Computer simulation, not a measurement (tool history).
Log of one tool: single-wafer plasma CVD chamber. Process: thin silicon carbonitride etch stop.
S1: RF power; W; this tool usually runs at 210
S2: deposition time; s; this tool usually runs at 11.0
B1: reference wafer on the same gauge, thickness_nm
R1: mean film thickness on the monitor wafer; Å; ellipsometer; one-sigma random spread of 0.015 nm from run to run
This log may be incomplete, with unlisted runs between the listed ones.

Run 1, hour 0.0: usual settings but S2 11.9 s; B1 7.643. Result: R1 69.78 Å.
Run 2, hour 66.9: usual settings; B1 7.638. Result: R1 64.21 Å.
Run 3, hour 94.5: usual settings; B1 7.643. Result: R1 64.52 Å.
Run 4, hour 158.2: usual settings; B1 7.638. Result: R1 63.99 Å.
Run 5, hour 221.5: usual settings; B1 7.640. Result: R1 64.38 Å.
Run 6, hour 288.7: usual settings; B1 7.639. Result: R1 64.26 Å.
Run 7, hour 340.4: usual settings; B1 7.641. Result: R1 64.26 Å.
At hour 373.8: gauge calibrated.
Run 8, hour 395.7: usual settings; B1 7.641. Result: R1 64.45 Å.
Run 9, hour 425.3: usual settings; B1 7.638. Result: R1 64.36 Å.
Run 10, hour 482.2: usual settings; B1 7.645. Result: R1 64.58 Å.
Run 11, hour 521.6: usual settings but S1 240 W; B1 7.639. Result: R1 66.52 Å.
Run 12, hour 587.0: usual settings but S2 11.8 s; B1 7.639. Result: R1 69.05 Å.
At hour 637.9: thermocouple changed; heater temperature recalibrated.
Run 13, hour 638.4: usual settings; B1 7.640. Result: R1 64.54 Å.
Run 14, hour 696.0: usual settings but S1 175 W, S2 11.8 s; B1 7.638. Result: R1 65.96 Å.
At hour 736.5: showerhead replaced.
Run 15, hour 743.7: usual settings but S1 225 W, S2 9.4 s; B1 7.643. Result: R1 55.75 Å.
At hour 775.6: RF generator calibrated.
Run 16, hour 808.4: usual settings; B1 7.640. Result: R1 64.15 Å.
Run 17, hour 871.3: usual settings but S1 175 W, S2 13.0 s; B1 7.643. Result: R1 73.02 Å.
Run 18, hour 933.3: usual settings but S1 185 W; B1 7.639. Result: R1 62.31 Å.
Run 19, hour 1001.6: usual settings but S1 180 W, S2 10.3 s; B1 7.640. Result: R1 58.24 Å.
Run 20, hour 1035.5: usual settings but S1 185 W, S2 12.5 s; B1 7.641. Result: R1 70.70 Å.

Branching from run 20: 4 alternative next runs. What would each branch give?
Run A, hour 1035.9: usual settings; B1 ?. Result: R1 ?.
Run B, hour 1035.9: usual settings but S1 170 W, S2 9.8 s; B1 ?. Result: R1 ?.
Run C, hour 1035.9: usual settings but S1 190 W, S2 9.1 s; B1 ?. Result: R1 ?.
Run D, hour 1035.9: usual settings but S1 185 W, S2 9.5 s; B1 ?. Result: R1 ?.

run     B1     R1
  A  7.642  64.16
  B  7.642  54.33
  C  7.642  51.81
  D  7.642  53.74
Stripped of hidden state, with their random variation kept, the same runs would have yielded:
run     R1
  A  64.16
  B  54.33
  C  51.81
  D  53.74
